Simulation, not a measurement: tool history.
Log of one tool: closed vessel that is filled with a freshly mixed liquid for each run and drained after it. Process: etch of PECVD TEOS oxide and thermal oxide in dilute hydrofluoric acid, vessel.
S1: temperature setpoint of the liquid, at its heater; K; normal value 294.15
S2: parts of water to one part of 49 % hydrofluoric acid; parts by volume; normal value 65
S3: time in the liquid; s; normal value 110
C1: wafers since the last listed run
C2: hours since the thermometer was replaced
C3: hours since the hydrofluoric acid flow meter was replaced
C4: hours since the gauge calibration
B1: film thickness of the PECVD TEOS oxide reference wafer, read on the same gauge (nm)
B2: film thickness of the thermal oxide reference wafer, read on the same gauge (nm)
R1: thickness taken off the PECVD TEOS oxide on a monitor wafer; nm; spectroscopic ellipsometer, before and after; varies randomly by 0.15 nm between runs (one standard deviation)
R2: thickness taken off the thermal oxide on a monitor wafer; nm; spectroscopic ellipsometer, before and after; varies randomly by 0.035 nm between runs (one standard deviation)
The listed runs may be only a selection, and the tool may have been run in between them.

{"run": 1, "hour": 0.0, "S1": 294.15, "S2": 65, "S3": 110, "C1": 0, "C2": 202.5, "C3": 418.1, "C4": 401.8, "B1": 119.97, "B2": 60.02, "R1": 14.46, "R2": 7.24}
{"run": 2, "hour": 90.9, "S1": 294.15, "S2": 65, "S3": 110, "C1": 6323, "C2": 293.4, "C3": 509, "C4": 492.7, "B1": 119.99, "B2": 60.02, "R1": 14.17, "R2": 7.24}
{"hour": 134.8, "done": "hydrofluoric acid flow meter replaced"}
{"run": 3, "hour": 180.8, "S1": 294.15, "S2": 65, "S3": 110, "C1": 6183, "C2": 383.3, "C3": 46, "C4": 582.6, "B1": 120.02, "B2": 60, "R1": 15.35, "R2": 7.69}
{"run": 4, "hour": 223.7, "S1": 294.15, "S2": 65, "S3": 110, "C1": 2984, "C2": 426.2, "C3": 88.9, "C4": 625.5, "B1": 119.94, "B2": 60, "R1": 15.25, "R2": 7.64}
{"run": 5, "hour": 277.7, "S1": 294.15, "S2": 65, "S3": 110, "C1": 3756, "C2": 480.2, "C3": 142.9, "C4": 679.5, "B1": 119.97, "B2": 59.96, "R1": 15.24, "R2": 7.57}
{"run": 6, "hour": 328.5, "S1": 294.15, "S2": 65, "S3": 110, "C1": 3533, "C2": 531, "C3": 193.7, "C4": 730.3, "B1": 119.98, "B2": 60.05, "R1": 14.91, "R2": 7.61}
{"run": 7, "hour": 365.3, "S1": 294.15, "S2": 65, "S3": 110, "C1": 2559, "C2": 567.8, "C3": 230.5, "C4": 767.1, "B1": 120.01, "B2": 59.99, "R1": 15.09, "R2": 7.51}
{"run": 8, "hour": 449.7, "S1": 294.15, "S2": 65, "S3": 110, "C1": 5870, "C2": 652.2, "C3": 314.9, "C4": 851.5, "B1": 119.98, "B2": 60.01, "R1": 14.83, "R2": 7.44}
{"run": 9, "hour": 549.6, "S1": 294.15, "S2": 65, "S3": 110, "C1": 6949, "C2": 752.1, "C3": 414.8, "C4": 951.4, "B1": 120.05, "B2": 60.01, "R1": 14.73, "R2": 7.3}
{"run": 10, "hour": 642.4, "S1": 294.15, "S2": 65, "S3": 110, "C1": 6455, "C2": 844.9, "C3": 507.6, "C4": 1044.2, "B1": 120.02, "B2": 60.03, "R1": 14.36, "R2": 7.26}
{"run": 11, "hour": 690.0, "S1": 294.15, "S2": 65, "S3": 110, "C1": 3311, "C2": 892.5, "C3": 555.2, "C4": 1091.8, "B1": 120.01, "B2": 60.01, "R1": 14.3, "R2": 7.12}
{"hour": 694.3, "done": "hydrofluoric acid flow meter replaced"}
{"hour": 719.5, "done": "thermometer replaced"}
{"run": 12, "hour": 770.6, "S1": 296.65, "S2": 40, "S3": 80, "C1": 5467, "C2": 51.1, "C3": 76.3, "C4": 1172.4, "B1": 119.97, "B2": 60.02, "R1": 20.77, "R2": 10.41}
{"hour": 793.2, "done": "gauge calibrated"}
{"run": 13, "hour": 815.0, "S1": 296.65, "S2": 40, "S3": 80, "C1": 3088, "C2": 95.5, "C3": 120.7, "C4": 21.8, "B1": 119.98, "B2": 60, "R1": 21.07, "R2": 10.32}
{"run": 14, "hour": 909.4, "S1": 290.15, "S2": 65, "S3": 110, "C1": 6566, "C2": 189.9, "C3": 215.1, "C4": 116.2, "B1": 119.97, "B2": 59.99, "R1": 12.68, "R2": 6.4}
{"run": 15, "hour": 973.0, "S1": 294.15, "S2": 65, "S3": 110, "C1": 4424, "C2": 253.5, "C3": 278.7, "C4": 179.8, "B1": 119.99, "B2": 60.02, "R1": 15.17, "R2": 7.49}
{"run": 16, "hour": 1072.7, "S1": 292.15, "S2": 40, "S3": 110, "C1": 6935, "C2": 353.2, "C3": 378.4, "C4": 279.5, "B1": 119.98, "B2": 60.01, "R1": 22.89, "R2": 11.36}
{"run": 17, "hour": 1134.3, "S1": 290.15, "S2": 90, "S3": 130, "C1": 4284, "C2": 414.8, "C3": 440, "C4": 341.1, "B1": 120, "B2": 60.02, "R1": 10.2, "R2": 5.11}
{"run": 18, "hour": 1230.2, "S1": 294.15, "S2": 55, "S3": 130, "C1": 6670, "C2": 510.7, "C3": 535.9, "C4": 437, "B1": 120, "B2": 60, "R1": 20.68, "R2": 10.17}
{"hour": 1242.9, "done": "hydrofluoric acid flow meter replaced"}
{"run": 19, "hour": 1337.6, "S1": 294.15, "S2": 65, "S3": 110, "C1": 7401, "C2": 618.1, "C3": 94.7, "C4": 544.4, "B1": 120, "B2": 60.01, "R1": 15.16, "R2": 7.56}
{"run": 20, "hour": 1428.0, "S1": 292.15, "S2": 90, "S3": 80, "C1": 6288, "C2": 708.5, "C3": 185.1, "C4": 634.8, "B1": 119.99, "B2": 60.02, "R1": 7.02, "R2": 3.52}
{"run": 21, "hour": 1530.8, "S1": 291.65, "S2": 65, "S3": 160, "C1": 7150, "C2": 811.3, "C3": 287.9, "C4": 737.6, "B1": 119.96, "B2": 60.01, "R1": 19.37, "R2": 9.65}
{"run": 22, "hour": 1613.3, "S1": 294.15, "S2": 50, "S3": 110, "C1": 5738, "C2": 893.8, "C3": 370.4, "C4": 820.1, "B1": 120, "B2": 60, "R1": 19.37, "R2": 9.66}
{"run": 23, "hour": 1711.4, "S1": 294.15, "S2": 65, "S3": 110, "C1": 6823, "C2": 991.9, "C3": 468.5, "C4": 918.2, "B1": 119.98, "B2": 60, "R1": 14.63, "R2": 7.18}

Branching from run 23: 5 alternative next runs. What would each branch give?
{"run": "A", "hour": 1712.1, "S1": 292.15, "S2": 65, "S3": 110, "C1": 48, "C2": 992.6, "C3": 469.2, "C4": 918.9, "B1": "?", "B2": "?", "R1": "?", "R2": "?"}
{"run": "B", "hour": 1712.1, "S1": 294.15, "S2": 65, "S3": 155, "C1": 48, "C2": 992.6, "C3": 469.2, "C4": 918.9, "B1": "?", "B2": "?", "R1": "?", "R2": "?"}
{"run": "C", "hour": 1712.1, "S1": 297.65, "S2": 85, "S3": 110, "C1": 48, "C2": 992.6, "C3": 469.2, "C4": 918.9, "B1": "?", "B2": "?", "R1": "?", "R2": "?"}
{"run": "D", "hour": 1712.1, "S1": 294.15, "S2": 40, "S3": 130, "C1": 48, "C2": 992.6, "C3": 469.2, "C4": 918.9, "B1": "?", "B2": "?", "R1": "?", "R2": "?"}
{"run": "E", "hour": 1712.1, "S1": 297.65, "S2": 45, "S3": 85, "C1": 48, "C2": 992.6, "C3": 469.2, "C4": 918.9, "B1": "?", "B2": "?", "R1": "?", "R2": "?"}

run=A B1=119.95 B2=59.98 R1=13.27 R2=6.61
run=B B1=119.95 B2=59.98 R1=20.33 R2=10.13
run=C B1=119.95 B2=59.98 R1=12.38 R2=6.17
run=D B1=119.95 B2=59.98 R1=28.63 R2=14.27
run=E B1=119.95 B2=59.98 R1=19.12 R2=9.53
Without the tool's hidden state the same runs would have given:
run=A R1=14.36 R2=7.16
run=B R1=22.01 R2=10.98
run=C R1=13.44 R2=6.7
run=D R1=30.94 R2=15.42
run=E R1=20.68 R2=10.31
